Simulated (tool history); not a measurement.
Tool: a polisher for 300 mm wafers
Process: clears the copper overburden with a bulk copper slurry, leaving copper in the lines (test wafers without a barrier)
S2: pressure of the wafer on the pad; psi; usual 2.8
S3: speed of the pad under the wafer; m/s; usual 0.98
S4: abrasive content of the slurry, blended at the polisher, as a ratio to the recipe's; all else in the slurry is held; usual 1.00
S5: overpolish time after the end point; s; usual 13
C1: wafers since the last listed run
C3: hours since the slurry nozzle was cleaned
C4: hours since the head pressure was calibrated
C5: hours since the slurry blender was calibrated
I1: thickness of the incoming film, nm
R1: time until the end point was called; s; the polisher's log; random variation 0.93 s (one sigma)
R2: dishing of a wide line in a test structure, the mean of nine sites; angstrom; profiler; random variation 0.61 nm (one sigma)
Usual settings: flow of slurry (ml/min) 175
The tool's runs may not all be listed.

{"run": 1, "day": 0.0, "flow of slurry (ml/min)": 175, "S2": 2.8, "S3": 0.98, "S4": 1.0, "S5": 13, "C1": 0, "wafers polished on this pad": 135, "C3": 531.5, "C4": 334.4, "C5": 203.8, "I1": 605.7, "R1": 51.4, "R2": 629}
{"day": 0.462, "done": "slurry blender recalibrated"}
{"run": 2, "day": 0.538, "flow of slurry (ml/min)": 175, "S2": 2.8, "S3": 0.98, "S4": 1.0, "S5": 13, "C1": 71, "wafers polished on this pad": 206, "C3": 544.4, "C4": 347.3, "C5": 1.8, "I1": 603.3, "R1": 51.2, "R2": 640}
{"run": 3, "day": 1.221, "flow of slurry (ml/min)": 175, "S2": 2.8, "S3": 0.98, "S4": 1.0, "S5": 16, "C1": 107, "wafers polished on this pad": 313, "C3": 560.8, "C4": 363.7, "C5": 18.2, "I1": 605.8, "R1": 50.7, "R2": 692}
{"run": 4, "day": 1.817, "flow of slurry (ml/min)": 175, "S2": 2.8, "S3": 0.98, "S4": 1.0, "S5": 13, "C1": 93, "wafers polished on this pad": 407, "C3": 575.1, "C4": 378.0, "C5": 32.5, "I1": 605.8, "R1": 50.9, "R2": 626}
{"run": 5, "day": 3.054, "flow of slurry (ml/min)": 175, "S2": 2.8, "S3": 0.98, "S4": 1.0, "S5": 13, "C1": 194, "wafers polished on this pad": 601, "C3": 604.8, "C4": 407.7, "C5": 62.2, "I1": 610.4, "R1": 50.5, "R2": 642}
{"day": 3.612, "done": "slurry nozzle cleaned"}
{"run": 6, "day": 3.892, "flow of slurry (ml/min)": 175, "S2": 2.8, "S3": 0.98, "S4": 1.0, "S5": 16, "C1": 125, "wafers polished on this pad": 726, "C3": 6.7, "C4": 427.8, "C5": 82.3, "I1": 616.1, "R1": 50.6, "R2": 699}
{"run": 7, "day": 4.533, "flow of slurry (ml/min)": 175, "S2": 2.8, "S3": 1.2, "S4": 1.2, "S5": 13, "C1": 100, "wafers polished on this pad": 827, "C3": 22.1, "C4": 443.2, "C5": 97.7, "I1": 611.3, "R1": 40.9, "R2": 696}
{"run": 8, "day": 5.138, "flow of slurry (ml/min)": 175, "S2": 2.8, "S3": 0.98, "S4": 1.0, "S5": 13, "C1": 94, "wafers polished on this pad": 922, "C3": 36.6, "C4": 457.7, "C5": 112.2, "I1": 612.1, "R1": 51.5, "R2": 635}
{"day": 5.638, "done": "head pressure recalibrated"}
{"run": 9, "day": 6.533, "flow of slurry (ml/min)": 175, "S2": 2.8, "S3": 0.98, "S4": 1.0, "S5": 13, "C1": 206, "wafers polished on this pad": 1128, "C3": 70.1, "C4": 21.5, "C5": 145.7, "I1": 617.6, "R1": 57.0, "R2": 607}
{"run": 10, "day": 7.838, "flow of slurry (ml/min)": 175, "S2": 2.8, "S3": 0.98, "S4": 1.0, "S5": 13, "C1": 204, "wafers polished on this pad": 1333, "C3": 101.4, "C4": 52.8, "C5": 177.0, "I1": 597.8, "R1": 54.0, "R2": 614}
{"day": 8.621, "done": "slurry blender recalibrated"}
{"day": 9.175, "done": "worn pad replaced by a new one, of another model than before"}
{"run": 11, "day": 9.333, "flow of slurry (ml/min)": 175, "S2": 2.8, "S3": 1.24, "S4": 0.9, "S5": 13, "C1": 195, "wafers polished on this pad": 24, "C3": 137.3, "C4": 88.7, "C5": 17.1, "I1": 615.5, "R1": 48.2, "R2": 656}
{"run": 12, "day": 10.425, "flow of slurry (ml/min)": 175, "S2": 2.8, "S3": 0.98, "S4": 1.0, "S5": 13, "C1": 171, "wafers polished on this pad": 196, "C3": 163.5, "C4": 114.9, "C5": 43.3, "I1": 612.4, "R1": 55.4, "R2": 618}
{"run": 13, "day": 11.371, "flow of slurry (ml/min)": 175, "S2": 3.4, "S3": 1.3, "S4": 1.0, "S5": 7, "C1": 148, "wafers polished on this pad": 344, "C3": 186.2, "C4": 137.6, "C5": 66.0, "I1": 610.6, "R1": 40.9, "R2": 522}
{"run": 14, "day": 12.042, "flow of slurry (ml/min)": 205, "S2": 2.8, "S3": 0.98, "S4": 1.0, "S5": 13, "C1": 105, "wafers polished on this pad": 450, "C3": 202.3, "C4": 153.7, "C5": 82.1, "I1": 617.6, "R1": 51.7, "R2": 629}
{"run": 15, "day": 12.754, "flow of slurry (ml/min)": 175, "S2": 2.8, "S3": 0.64, "S4": 1.0, "S5": 9, "C1": 111, "wafers polished on this pad": 561, "C3": 219.4, "C4": 170.8, "C5": 99.2, "I1": 611.6, "R1": 67.0, "R2": 442}
{"run": 16, "day": 13.946, "flow of slurry (ml/min)": 175, "S2": 2.8, "S3": 0.98, "S4": 1.0, "S5": 13, "C1": 187, "wafers polished on this pad": 749, "C3": 248.0, "C4": 199.4, "C5": 127.8, "I1": 620.4, "R1": 56.3, "R2": 606}
{"run": 17, "day": 15.179, "flow of slurry (ml/min)": 175, "S2": 2.8, "S3": 0.98, "S4": 1.0, "S5": 13, "C1": 193, "wafers polished on this pad": 942, "C3": 277.6, "C4": 229.0, "C5": 157.4, "I1": 603.6, "R1": 52.1, "R2": 628}
{"day": 18.088, "done": "worn pad replaced by a new one"}
{"run": 18, "day": 18.108, "flow of slurry (ml/min)": 175, "S2": 3.1, "S3": 0.98, "S4": 1.0, "S5": 13, "C1": 433, "wafers polished on this pad": 3, "C3": 347.9, "C4": 299.3, "C5": 227.7, "I1": 598.1, "R1": 49.9, "R2": 655}
{"day": 18.375, "done": "slurry blender recalibrated"}
{"run": 19, "day": 18.617, "flow of slurry (ml/min)": 200, "S2": 2.8, "S3": 0.98, "S4": 1.25, "S5": 13, "C1": 66, "wafers polished on this pad": 70, "C3": 360.1, "C4": 311.5, "C5": 5.8, "I1": 606.7, "R1": 50.8, "R2": 637}
{"run": 20, "day": 19.783, "flow of slurry (ml/min)": 125, "S2": 3.2, "S3": 0.98, "S4": 1.0, "S5": 15, "C1": 183, "wafers polished on this pad": 253, "C3": 388.1, "C4": 339.5, "C5": 33.8, "I1": 611.0, "R1": 51.8, "R2": 688}
{"run": 21, "day": 20.35, "flow of slurry (ml/min)": 225, "S2": 3.3, "S3": 1.28, "S4": 1.0, "S5": 5, "C1": 89, "wafers polished on this pad": 342, "C3": 401.7, "C4": 353.1, "C5": 47.4, "I1": 617.2, "R1": 39.3, "R2": 418}
{"run": 22, "day": 21.442, "flow of slurry (ml/min)": 150, "S2": 2.8, "S3": 0.98, "S4": 1.0, "S5": 13, "C1": 171, "wafers polished on this pad": 513, "C3": 427.9, "C4": 379.3, "C5": 73.6, "I1": 622.9, "R1": 54.3, "R2": 617}
{"run": 23, "day": 22.321, "flow of slurry (ml/min)": 175, "S2": 2.8, "S3": 0.98, "S4": 1.0, "S5": 13, "C1": 138, "wafers polished on this pad": 651, "C3": 449.0, "C4": 400.4, "C5": 94.7, "I1": 601.7, "R1": 52.5, "R2": 635}
{"run": 24, "day": 23.288, "flow of slurry (ml/min)": 175, "S2": 3.6, "S3": 0.98, "S4": 1.0, "S5": 13, "C1": 151, "wafers polished on this pad": 803, "C3": 472.2, "C4": 423.6, "C5": 117.9, "I1": 611.7, "R1": 44.5, "R2": 685}
{"run": 25, "day": 23.85, "flow of slurry (ml/min)": 175, "S2": 2.8, "S3": 1.3, "S4": 1.0, "S5": 17, "C1": 88, "wafers polished on this pad": 892, "C3": 485.7, "C4": 437.1, "C5": 131.4, "I1": 600.9, "R1": 43.1, "R2": 759}
{"day": 24.508, "done": "slurry nozzle cleaned"}
{"run": 26, "day": 24.529, "flow of slurry (ml/min)": 210, "S2": 2.8, "S3": 0.98, "S4": 1.0, "S5": 13, "C1": 100, "wafers polished on this pad": 992, "C3": 0.5, "C4": 453.4, "C5": 147.7, "I1": 613.8, "R1": 51.9, "R2": 632}
{"run": 27, "day": 25.888, "flow of slurry (ml/min)": 230, "S2": 2.8, "S3": 0.68, "S4": 1.0, "S5": 13, "C1": 213, "wafers polished on this pad": 1205, "C3": 33.1, "C4": 486.0, "C5": 180.3, "I1": 602.9, "R1": 60.0, "R2": 576}
{"day": 26.179, "done": "slurry blender recalibrated"}
{"day": 27.479, "done": "worn pad replaced by a new one"}
{"run": 28, "day": 27.5, "flow of slurry (ml/min)": 175, "S2": 3.6, "S3": 1.18, "S4": 1.0, "S5": 13, "C1": 214, "wafers polished on this pad": 3, "C3": 71.8, "C4": 524.7, "C5": 31.7, "I1": 609.1, "R1": 39.5, "R2": 704}
{"day": 28.121, "done": "head pressure recalibrated"}
{"run": 29, "day": 28.15, "flow of slurry (ml/min)": 175, "S2": 2.8, "S3": 0.98, "S4": 1.0, "S5": 13, "C1": 89, "wafers polished on this pad": 92, "C3": 87.4, "C4": 0.7, "C5": 47.3, "I1": 608.4, "R1": 57.0, "R2": 610}

Forecast each of these 3 alternatives for the next run:
{"run": "A", "day": 28.171, "flow of slurry (ml/min)": 175, "S2": 2.8, "S3": 0.98, "S4": 1.0, "S5": 13, "C1": 3, "wafers polished on this pad": 95, "C3": 87.9, "C4": 1.2, "C5": 47.8, "I1": 617.3, "R1": "?", "R2": "?"}
{"run": "B", "day": 28.171, "flow of slurry (ml/min)": 215, "S2": 2.8, "S3": 0.98, "S4": 1.0, "S5": 13, "C1": 3, "wafers polished on this pad": 95, "C3": 87.9, "C4": 1.2, "C5": 47.8, "I1": 617.3, "R1": "?", "R2": "?"}
{"run": "C", "day": 28.171, "flow of slurry (ml/min)": 175, "S2": 2.8, "S3": 1.26, "S4": 0.75, "S5": 8, "C1": 3, "wafers polished on this pad": 95, "C3": 87.9, "C4": 1.2, "C5": 47.8, "I1": 617.3, "R1": "?", "R2": "?"}

run=A R1=57.8 R2=606
run=B R1=56.4 R2=614
run=C R1=53.2 R2=479
Without the tool's hidden state the same runs would have given:
run=A R1=57.8 R2=606
run=B R1=56.4 R2=614
run=C R1=53.2 R2=479
